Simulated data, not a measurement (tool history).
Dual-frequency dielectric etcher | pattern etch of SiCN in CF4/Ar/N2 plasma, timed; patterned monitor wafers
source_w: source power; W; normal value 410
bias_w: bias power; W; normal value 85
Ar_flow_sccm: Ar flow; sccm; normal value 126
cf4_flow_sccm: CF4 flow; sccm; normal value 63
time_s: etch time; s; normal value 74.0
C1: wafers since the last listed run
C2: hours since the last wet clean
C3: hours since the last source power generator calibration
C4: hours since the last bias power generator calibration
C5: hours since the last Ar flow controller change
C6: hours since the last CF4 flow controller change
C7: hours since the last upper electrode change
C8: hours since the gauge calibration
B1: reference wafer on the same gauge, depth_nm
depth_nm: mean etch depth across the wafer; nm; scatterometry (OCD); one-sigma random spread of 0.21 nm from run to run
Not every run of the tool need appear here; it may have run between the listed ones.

Run 1, day 0.000: usual settings but bias_w 99 W; C1 0; C2 69.6; C3 4036.8; C4 144.6; C5 37.2; C6 1925.6; C7 100.1; C8 5.2; B1 63.1. Result: depth_nm 63.6 nm.
At day 0.179: source power generator calibrated.
Run 2, day 0.408: usual settings but Ar_flow_sccm 139 sccm, cf4_flow_sccm 71 sccm; C1 52; C2 79.4; C3 5.5; C4 154.4; C5 47.0; C6 1935.4; C7 109.9; C8 15.0; B1 63.1. Result: depth_nm 59.6 nm.
At day 0.992: CF4 flow controller replaced.
Run 3, day 1.012: usual settings; C1 77; C2 93.9; C3 20.0; C4 168.9; C5 61.5; C6 0.5; C7 124.4; C8 29.5; B1 63.1. Result: depth_nm 59.7 nm.
At day 2.508: wet clean of the chamber, repeated, since the last time left the tool worse.
Run 4, day 2.529: usual settings but cf4_flow_sccm 59 sccm, time_s 90.0 s; C1 112; C2 0.5; C3 56.4; C4 205.3; C5 97.9; C6 36.9; C7 160.8; C8 65.9; B1 63.2. Result: depth_nm 67.2 nm.
Run 5, day 2.542: usual settings but source_w 310 W, Ar_flow_sccm 112 sccm, cf4_flow_sccm 51 sccm, time_s 86.5 s; C1 2; C2 0.8; C3 56.7; C4 205.6; C5 98.2; C6 37.2; C7 161.1; C8 66.2; B1 63.1. Result: depth_nm 55.3 nm.
Run 6, day 2.558: usual settings but source_w 330 W, Ar_flow_sccm 96 sccm, time_s 81.5 s; C1 3; C2 1.2; C3 57.1; C4 206.0; C5 98.6; C6 37.6; C7 161.5; C8 66.6; B1 63.1. Result: depth_nm 58.3 nm.
Run 7, day 2.950: usual settings; C1 85; C2 10.6; C3 66.5; C4 215.4; C5 108.0; C6 47.0; C7 170.9; C8 76.0; B1 63.0. Result: depth_nm 55.9 nm.
Run 8, day 3.662: usual settings but Ar_flow_sccm 148 sccm; C1 155; C2 27.7; C3 83.6; C4 232.5; C5 125.1; C6 64.1; C7 188.0; C8 93.1; B1 63.1. Result: depth_nm 54.4 nm.
Run 9, day 4.125: usual settings; C1 100; C2 38.8; C3 94.7; C4 243.6; C5 136.2; C6 75.2; C7 199.1; C8 104.2; B1 63.1. Result: depth_nm 56.3 nm.
Run 10, day 4.796: usual settings but bias_w 104 W, Ar_flow_sccm 155 sccm; C1 145; C2 54.9; C3 110.8; C4 259.7; C5 152.3; C6 91.3; C7 215.2; C8 120.3; B1 63.0. Result: depth_nm 59.2 nm.
Run 11, day 5.317: usual settings but time_s 62.0 s; C1 113; C2 67.4; C3 123.3; C4 272.2; C5 164.8; C6 103.8; C7 227.7; C8 132.8; B1 63.1. Result: depth_nm 47.3 nm.
Run 12, day 6.033: usual settings; C1 155; C2 84.6; C3 140.5; C4 289.4; C5 182.0; C6 121.0; C7 244.9; C8 150.0; B1 63.2. Result: depth_nm 56.4 nm.
Run 13, day 6.292: usual settings but bias_w 94 W, Ar_flow_sccm 152 sccm, cf4_flow_sccm 71 sccm, time_s 90.5 s; C1 56; C2 90.8; C3 146.7; C4 295.6; C5 188.2; C6 127.2; C7 251.1; C8 156.2; B1 63.2. Result: depth_nm 71.2 nm.
Run 14, day 6.900: usual settings but Ar_flow_sccm 104 sccm, cf4_flow_sccm 49 sccm, time_s 88.0 s; C1 132; C2 105.4; C3 161.3; C4 310.2; C5 202.8; C6 141.8; C7 265.7; C8 170.8; B1 63.3. Result: depth_nm 67.3 nm.
Run 15, day 7.400: usual settings but bias_w 80 W, cf4_flow_sccm 72 sccm; C1 108; C2 117.4; C3 173.3; C4 322.2; C5 214.8; C6 153.8; C7 277.7; C8 182.8; B1 63.1. Result: depth_nm 56.8 nm.
Run 16, day 7.954: usual settings; C1 120; C2 130.7; C3 186.6; C4 335.5; C5 228.1; C6 167.1; C7 291.0; C8 196.1; B1 63.2. Result: depth_nm 57.1 nm.
Run 17, day 8.446: usual settings but Ar_flow_sccm 145 sccm, cf4_flow_sccm 53 sccm; C1 106; C2 142.5; C3 198.4; C4 347.3; C5 239.9; C6 178.9; C7 302.8; C8 207.9; B1 63.1. Result: depth_nm 53.2 nm.
Run 18, day 9.004: usual settings but source_w 370 W; C1 121; C2 155.9; C3 211.8; C4 360.7; C5 253.3; C6 192.3; C7 316.2; C8 221.3; B1 63.1. Result: depth_nm 53.5 nm.
Run 19, day 9.746: usual settings but cf4_flow_sccm 70 sccm; C1 161; C2 173.7; C3 229.6; C4 378.5; C5 271.1; C6 210.1; C7 334.0; C8 239.1; B1 63.1. Result: depth_nm 57.7 nm.
Run 20, day 10.221: usual settings; C1 103; C2 185.1; C3 241.0; C4 389.9; C5 282.5; C6 221.5; C7 345.4; C8 250.5; B1 63.2. Result: depth_nm 56.8 nm.
Run 21, day 10.904: usual settings; C1 148; C2 201.5; C3 257.4; C4 406.3; C5 298.9; C6 237.9; C7 361.8; C8 266.9; B1 63.2. Result: depth_nm 57.2 nm.

Measured minus without-hidden-state, run by run (identical run-to-run variation in each term; gauge scatter may differ):
The tool's hidden condition here consists of: etch rate over this chamber's usual, %; source power that arrives over what is set, %; bias power that arrives over what is set, %; Ar flow that arrives over what is set, %; CF4 flow that arrives over what is set, %; gauge reads high (%).
run  depth_nm
  1      +3.8
  2      +3.6
  3      +3.7
  4      +0.0
  5      +0.0
  6      +0.0
  7      +0.1
  8      +0.2
  9      +0.2
 10      +0.4
 11      +0.3
 12      +0.5
 13      +0.7
 14      +0.7
 15      +0.7
 16      +0.7
 17      +0.7
 18      +0.8
 19      +0.9
 20      +1.0
 21      +1.1
